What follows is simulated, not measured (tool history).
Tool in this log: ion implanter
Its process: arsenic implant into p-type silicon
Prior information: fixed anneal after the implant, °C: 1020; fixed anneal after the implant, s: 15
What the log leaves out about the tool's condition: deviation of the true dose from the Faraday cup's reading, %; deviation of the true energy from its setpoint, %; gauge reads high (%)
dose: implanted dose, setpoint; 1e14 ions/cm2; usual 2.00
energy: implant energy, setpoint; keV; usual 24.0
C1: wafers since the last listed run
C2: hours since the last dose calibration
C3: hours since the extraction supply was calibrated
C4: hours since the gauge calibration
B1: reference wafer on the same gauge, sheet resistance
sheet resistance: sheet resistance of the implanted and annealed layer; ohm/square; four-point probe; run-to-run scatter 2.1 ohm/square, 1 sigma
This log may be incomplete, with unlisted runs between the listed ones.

run 1 hour=0.0 | dose=1.82 energy=24.0 | C1=0 C2=325.4 C3=2173.1 C4=694.6 | B1=383.94 | sheet_resistance=398.40
run 2 hour=54.0 | dose=1.82 energy=24.0 | C1=779 C2=379.4 C3=2227.1 C4=748.6 | B1=383.86 | sheet_resistance=397.91
run 3 hour=105.3 | dose=1.82 energy=24.0 | C1=740 C2=430.7 C3=2278.4 C4=799.9 | B1=384.32 | sheet_resistance=401.08
run 4 hour=132.8 | dose=2.00 energy=24.0 | C1=396 C2=458.2 C3=2305.9 C4=827.4 | B1=384.03 | sheet_resistance=374.30
run 5 hour=283.6 | dose=2.00 energy=24.0 | C1=2176 C2=609.0 C3=2456.7 C4=978.2 | B1=383.23 | sheet_resistance=371.95
run 6 hour=309.2 | dose=2.37 energy=24.0 | C1=369 C2=634.6 C3=2482.3 C4=1003.8 | B1=383.80 | sheet_resistance=326.84
run 7 hour=344.5 | dose=2.37 energy=24.0 | C1=509 C2=669.9 C3=2517.6 C4=1039.1 | B1=383.60 | sheet_resistance=324.24
run 8 hour=379.3 | dose=2.37 energy=24.0 | C1=502 C2=704.7 C3=2552.4 C4=1073.9 | B1=383.60 | sheet_resistance=324.85
run 9 hour=432.5 | dose=2.18 energy=17.5 | C1=767 C2=757.9 C3=2605.6 C4=1127.1 | B1=384.00 | sheet_resistance=360.49
run 10 hour=501.4 | dose=2.18 energy=17.5 | C1=994 C2=826.8 C3=2674.5 C4=1196.0 | B1=384.62 | sheet_resistance=358.89
-- hour=556.7 gauge calibrated
run 11 hour=569.3 | dose=2.18 energy=17.5 | C1=979 C2=894.7 C3=2742.4 C4=12.6 | B1=383.14 | sheet_resistance=356.26
run 12 hour=602.5 | dose=2.00 energy=24.0 | C1=479 C2=927.9 C3=2775.6 C4=45.8 | B1=383.47 | sheet_resistance=366.05
run 13 hour=635.0 | dose=2.00 energy=24.0 | C1=468 C2=960.4 C3=2808.1 C4=78.3 | B1=383.38 | sheet_resistance=367.43
run 14 hour=695.3 | dose=2.00 energy=24.0 | C1=870 C2=1020.7 C3=2868.4 C4=138.6 | B1=383.86 | sheet_resistance=366.05
run 15 hour=722.8 | dose=2.00 energy=27.5 | C1=396 C2=1048.2 C3=2895.9 C4=166.1 | B1=383.16 | sheet_resistance=357.28
-- hour=759.3 extraction supply calibrated
run 16 hour=777.3 | dose=1.51 energy=20.0 | C1=670 C2=1102.7 C3=18.0 C4=220.6 | B1=383.39 | sheet_resistance=467.87
run 17 hour=815.8 | dose=1.64 energy=16.0 | C1=555 C2=1141.2 C3=56.5 C4=259.1 | B1=384.35 | sheet_resistance=446.67
run 18 hour=842.5 | dose=2.00 energy=24.0 | C1=385 C2=1167.9 C3=83.2 C4=285.8 | B1=383.57 | sheet_resistance=362.91
run 19 hour=898.3 | dose=2.32 energy=18.5 | C1=805 C2=1223.7 C3=139.0 C4=341.6 | B1=382.86 | sheet_resistance=339.17
run 20 hour=965.9 | dose=1.76 energy=21.5 | C1=975 C2=1291.3 C3=206.6 C4=409.2 | B1=384.32 | sheet_resistance=403.46
run 21 hour=1013.2 | dose=1.66 energy=29.5 | C1=682 C2=1338.6 C3=253.9 C4=456.5 | B1=384.29 | sheet_resistance=407.77
run 22 hour=1054.4 | dose=2.39 energy=24.0 | C1=594 C2=1379.8 C3=295.1 C4=497.7 | B1=383.76 | sheet_resistance=320.13
-- hour=1105.3 Faraday cup replaced and dose calibrated
run 23 hour=1114.5 | dose=2.28 energy=31.0 | C1=751 C2=9.2 C3=355.2 C4=557.8 | B1=383.60 | sheet_resistance=329.17
run 24 hour=1171.5 | dose=2.00 energy=31.5 | C1=822 C2=66.2 C3=412.2 C4=614.8 | B1=384.09 | sheet_resistance=361.57
run 25 hour=1200.3 | dose=2.00 energy=24.0 | C1=415 C2=95.0 C3=441.0 C4=643.6 | B1=383.92 | sheet_resistance=376.58
run 26 hour=1258.6 | dose=1.51 energy=20.0 | C1=841 C2=153.3 C3=499.3 C4=701.9 | B1=383.98 | sheet_resistance=473.72
run 27 hour=1407.9 | dose=2.37 energy=24.0 | C1=2154 C2=302.6 C3=648.6 C4=851.2 | B1=383.77 | sheet_resistance=333.71
run 28 hour=1463.4 | dose=2.00 energy=15.5 | C1=800 C2=358.1 C3=704.1 C4=906.7 | B1=384.50 | sheet_resistance=392.96

Selected run-to-run steps in sheet resistance, each split into two signed amounts: the part the tool would show with no hidden state at all (from settings, incoming material and random variation), and the remainder, which goes to the hidden state together with any gauge scatter not common to the measured and the hidden-state-free results:
Run 15 -> 16: dose 2.00 -> 1.51, energy 27.5 -> 20.0, extraction supply calibrated. sheet resistance +110.59 ohm/square: hidden state -3.98, all else +114.57.
Run 22 -> 23: dose 2.39 -> 2.28, energy 24.0 -> 31.0, Faraday cup replaced and dose calibrated. sheet resistance +9.04 ohm/square: hidden state +12.17, all else -3.13.
Run 26 -> 27: dose 1.51 -> 2.37, energy 20.0 -> 24.0. sheet resistance -140.01 ohm/square: hidden state -0.61, all else -139.40.
